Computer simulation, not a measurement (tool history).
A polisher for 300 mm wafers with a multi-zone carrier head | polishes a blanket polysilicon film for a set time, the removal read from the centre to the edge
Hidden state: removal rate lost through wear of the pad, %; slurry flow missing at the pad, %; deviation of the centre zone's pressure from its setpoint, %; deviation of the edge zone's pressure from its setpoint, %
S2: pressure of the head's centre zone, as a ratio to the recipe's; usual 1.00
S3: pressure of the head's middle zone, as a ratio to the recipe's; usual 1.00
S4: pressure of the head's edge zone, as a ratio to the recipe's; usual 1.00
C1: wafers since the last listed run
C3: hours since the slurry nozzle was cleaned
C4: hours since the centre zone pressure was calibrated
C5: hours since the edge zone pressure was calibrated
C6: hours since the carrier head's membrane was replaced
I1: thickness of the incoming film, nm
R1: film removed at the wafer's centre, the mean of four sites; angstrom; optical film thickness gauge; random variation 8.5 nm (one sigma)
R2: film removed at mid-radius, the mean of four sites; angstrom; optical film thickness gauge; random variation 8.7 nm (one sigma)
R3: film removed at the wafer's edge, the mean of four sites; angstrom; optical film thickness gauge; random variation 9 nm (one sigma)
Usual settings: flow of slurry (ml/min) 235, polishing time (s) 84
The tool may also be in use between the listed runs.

{"run": 1, "hour": 0.0, "flow of slurry (ml/min)": 235, "S2": 1.0, "S3": 1.0, "S4": 1.0, "polishing time (s)": 84, "C1": 0, "wafers polished on this pad": 385, "C3": 299.0, "C4": 1225.5, "C5": 397.2, "C6": 544.3, "I1": 2252.4, "R1": 5925, "R2": 5989, "R3": 5984}
{"run": 2, "hour": 8.6, "flow of slurry (ml/min)": 235, "S2": 1.09, "S3": 1.0, "S4": 1.0, "polishing time (s)": 84, "C1": 71, "wafers polished on this pad": 457, "C3": 307.6, "C4": 1234.1, "C5": 405.8, "C6": 552.9, "I1": 2239.7, "R1": 6357, "R2": 5775, "R3": 5978}
{"run": 3, "hour": 24.2, "flow of slurry (ml/min)": 235, "S2": 1.09, "S3": 1.0, "S4": 1.0, "polishing time (s)": 84, "C1": 128, "wafers polished on this pad": 585, "C3": 323.2, "C4": 1249.7, "C5": 421.4, "C6": 568.5, "I1": 2252.4, "R1": 6193, "R2": 5878, "R3": 5791}
{"run": 4, "hour": 35.9, "flow of slurry (ml/min)": 235, "S2": 1.0, "S3": 1.0, "S4": 1.0, "polishing time (s)": 84, "C1": 96, "wafers polished on this pad": 682, "C3": 334.9, "C4": 1261.4, "C5": 433.1, "C6": 580.2, "I1": 2210.2, "R1": 5898, "R2": 5834, "R3": 5868}
{"run": 5, "hour": 42.3, "flow of slurry (ml/min)": 235, "S2": 1.0, "S3": 1.0, "S4": 1.0, "polishing time (s)": 84, "C1": 52, "wafers polished on this pad": 735, "C3": 341.3, "C4": 1267.8, "C5": 439.5, "C6": 586.6, "I1": 2222.9, "R1": 5783, "R2": 5855, "R3": 5855}
{"run": 6, "hour": 56.3, "flow of slurry (ml/min)": 235, "S2": 1.0, "S3": 1.0, "S4": 1.0, "polishing time (s)": 84, "C1": 115, "wafers polished on this pad": 851, "C3": 355.3, "C4": 1281.8, "C5": 453.5, "C6": 600.6, "I1": 2205.9, "R1": 5895, "R2": 5880, "R3": 5802}
{"run": 7, "hour": 63.5, "flow of slurry (ml/min)": 235, "S2": 1.0, "S3": 1.0, "S4": 1.0, "polishing time (s)": 84, "C1": 59, "wafers polished on this pad": 910, "C3": 362.5, "C4": 1289.0, "C5": 460.7, "C6": 607.8, "I1": 2243.0, "R1": 5779, "R2": 5807, "R3": 5705}
{"run": 8, "hour": 76.4, "flow of slurry (ml/min)": 235, "S2": 1.0, "S3": 1.0, "S4": 1.0, "polishing time (s)": 84, "C1": 106, "wafers polished on this pad": 1017, "C3": 375.4, "C4": 1301.9, "C5": 473.6, "C6": 620.7, "I1": 2221.3, "R1": 5524, "R2": 5786, "R3": 5610}
{"hour": 84.3, "done": "edge zone pressure recalibrated"}
{"run": 9, "hour": 85.4, "flow of slurry (ml/min)": 235, "S2": 1.08, "S3": 1.0, "S4": 1.0, "polishing time (s)": 84, "C1": 57, "wafers polished on this pad": 1075, "C3": 384.4, "C4": 1310.9, "C5": 1.1, "C6": 629.7, "I1": 2209.1, "R1": 6153, "R2": 5772, "R3": 5618}
{"run": 10, "hour": 101.8, "flow of slurry (ml/min)": 195, "S2": 1.06, "S3": 0.89, "S4": 1.0, "polishing time (s)": 100, "C1": 135, "wafers polished on this pad": 1211, "C3": 400.8, "C4": 1327.3, "C5": 17.5, "C6": 646.1, "I1": 2222.2, "R1": 6922, "R2": 6123, "R3": 6699}
{"run": 11, "hour": 107.8, "flow of slurry (ml/min)": 235, "S2": 1.0, "S3": 0.93, "S4": 0.93, "polishing time (s)": 107, "C1": 49, "wafers polished on this pad": 1260, "C3": 406.8, "C4": 1333.3, "C5": 23.5, "C6": 652.1, "I1": 2239.2, "R1": 7213, "R2": 6670, "R3": 6907}
{"hour": 119.4, "done": "worn pad replaced by a new one"}
{"run": 12, "hour": 119.9, "flow of slurry (ml/min)": 235, "S2": 1.09, "S3": 1.0, "S4": 0.9, "polishing time (s)": 60, "C1": 66, "wafers polished on this pad": 3, "C3": 418.9, "C4": 1345.4, "C5": 35.6, "C6": 664.2, "I1": 2230.8, "R1": 3975, "R2": 3828, "R3": 3591}
{"hour": 122.1, "done": "slurry nozzle cleaned"}
{"run": 13, "hour": 134.2, "flow of slurry (ml/min)": 235, "S2": 0.94, "S3": 1.04, "S4": 1.0, "polishing time (s)": 84, "C1": 109, "wafers polished on this pad": 113, "C3": 12.1, "C4": 1359.7, "C5": 49.9, "C6": 678.5, "I1": 2198.0, "R1": 4976, "R2": 5410, "R3": 5265}
{"run": 14, "hour": 151.9, "flow of slurry (ml/min)": 235, "S2": 0.92, "S3": 1.0, "S4": 0.91, "polishing time (s)": 73, "C1": 146, "wafers polished on this pad": 260, "C3": 29.8, "C4": 1377.4, "C5": 67.6, "C6": 696.2, "I1": 2203.3, "R1": 4203, "R2": 4636, "R3": 4343}
{"hour": 156.8, "done": "worn pad replaced by a new one, repeated, since the last time left the tool worse"}
{"run": 15, "hour": 161.0, "flow of slurry (ml/min)": 235, "S2": 1.0, "S3": 1.0, "S4": 1.0, "polishing time (s)": 84, "C1": 42, "wafers polished on this pad": 34, "C3": 38.9, "C4": 1386.5, "C5": 76.7, "C6": 705.3, "I1": 2237.9, "R1": 6042, "R2": 6029, "R3": 6119}
{"run": 16, "hour": 175.7, "flow of slurry (ml/min)": 235, "S2": 1.09, "S3": 1.0, "S4": 1.0, "polishing time (s)": 94, "C1": 121, "wafers polished on this pad": 156, "C3": 53.6, "C4": 1401.2, "C5": 91.4, "C6": 720.0, "I1": 2236.1, "R1": 7297, "R2": 6765, "R3": 6942}
{"hour": 184.7, "done": "carrier head's membrane replaced by a new one"}
{"hour": 187.7, "done": "centre zone pressure recalibrated"}
{"run": 17, "hour": 192.3, "flow of slurry (ml/min)": 235, "S2": 1.0, "S3": 1.0, "S4": 1.0, "polishing time (s)": 70, "C1": 79, "wafers polished on this pad": 235, "C3": 70.2, "C4": 4.6, "C5": 108.0, "C6": 7.6, "I1": 2186.5, "R1": 5125, "R2": 5089, "R3": 4942}
{"run": 18, "hour": 207.4, "flow of slurry (ml/min)": 180, "S2": 1.06, "S3": 1.0, "S4": 1.07, "polishing time (s)": 84, "C1": 124, "wafers polished on this pad": 360, "C3": 85.3, "C4": 19.7, "C5": 123.1, "C6": 22.7, "I1": 2224.7, "R1": 6204, "R2": 5766, "R3": 6060}
{"run": 19, "hour": 219.1, "flow of slurry (ml/min)": 235, "S2": 1.0, "S3": 1.0, "S4": 1.06, "polishing time (s)": 84, "C1": 96, "wafers polished on this pad": 457, "C3": 97.0, "C4": 31.4, "C5": 134.8, "C6": 34.4, "I1": 2237.0, "R1": 5974, "R2": 5990, "R3": 6334}
{"run": 20, "hour": 233.3, "flow of slurry (ml/min)": 235, "S2": 1.0, "S3": 1.0, "S4": 1.0, "polishing time (s)": 84, "C1": 117, "wafers polished on this pad": 574, "C3": 111.2, "C4": 45.6, "C5": 149.0, "C6": 48.6, "I1": 2229.7, "R1": 5920, "R2": 5904, "R3": 5902}
{"run": 21, "hour": 242.2, "flow of slurry (ml/min)": 235, "S2": 1.12, "S3": 0.96, "S4": 1.05, "polishing time (s)": 68, "C1": 73, "wafers polished on this pad": 648, "C3": 120.1, "C4": 54.5, "C5": 157.9, "C6": 57.5, "I1": 2257.8, "R1": 5352, "R2": 4770, "R3": 4920}

Forecast each of these 5 alternatives for the next run:
{"run": "A", "hour": 242.6, "flow of slurry (ml/min)": 235, "S2": 1.07, "S3": 1.0, "S4": 1.0, "polishing time (s)": 84, "C1": 3, "wafers polished on this pad": 651, "C3": 120.5, "C4": 54.9, "C5": 158.3, "C6": 57.9, "I1": 2177.0, "R1": "?", "R2": "?", "R3": "?"}
{"run": "B", "hour": 242.6, "flow of slurry (ml/min)": 155, "S2": 1.0, "S3": 0.91, "S4": 1.0, "polishing time (s)": 84, "C1": 3, "wafers polished on this pad": 651, "C3": 120.5, "C4": 54.9, "C5": 158.3, "C6": 57.9, "I1": 2177.0, "R1": "?", "R2": "?", "R3": "?"}
{"run": "C", "hour": 242.6, "flow of slurry (ml/min)": 235, "S2": 1.0, "S3": 1.0, "S4": 1.0, "polishing time (s)": 60, "C1": 3, "wafers polished on this pad": 651, "C3": 120.5, "C4": 54.9, "C5": 158.3, "C6": 57.9, "I1": 2177.0, "R1": "?", "R2": "?", "R3": "?"}
{"run": "D", "hour": 242.6, "flow of slurry (ml/min)": 170, "S2": 1.0, "S3": 1.06, "S4": 1.12, "polishing time (s)": 84, "C1": 3, "wafers polished on this pad": 651, "C3": 120.5, "C4": 54.9, "C5": 158.3, "C6": 57.9, "I1": 2177.0, "R1": "?", "R2": "?", "R3": "?"}
{"run": "E", "hour": 242.6, "flow of slurry (ml/min)": 235, "S2": 0.96, "S3": 1.0, "S4": 0.89, "polishing time (s)": 106, "C1": 3, "wafers polished on this pad": 651, "C3": 120.5, "C4": 54.9, "C5": 158.3, "C6": 57.9, "I1": 2177.0, "R1": "?", "R2": "?", "R3": "?"}

run=A R1=6376 R2=5878 R3=6124
run=B R1=5733 R2=5344 R3=5957
run=C R1=4276 R2=4200 R3=4375
run=D R1=5795 R2=5918 R3=6334
run=E R1=7274 R2=7422 R3=7317
Without the tool's hidden state the same runs would have given:
run=A R1=6652 R2=6132 R3=6390
run=B R1=5982 R2=5575 R3=6215
run=C R1=4462 R2=4382 R3=4564
run=D R1=6046 R2=6175 R3=6608
run=E R1=7589 R2=7744 R3=7634
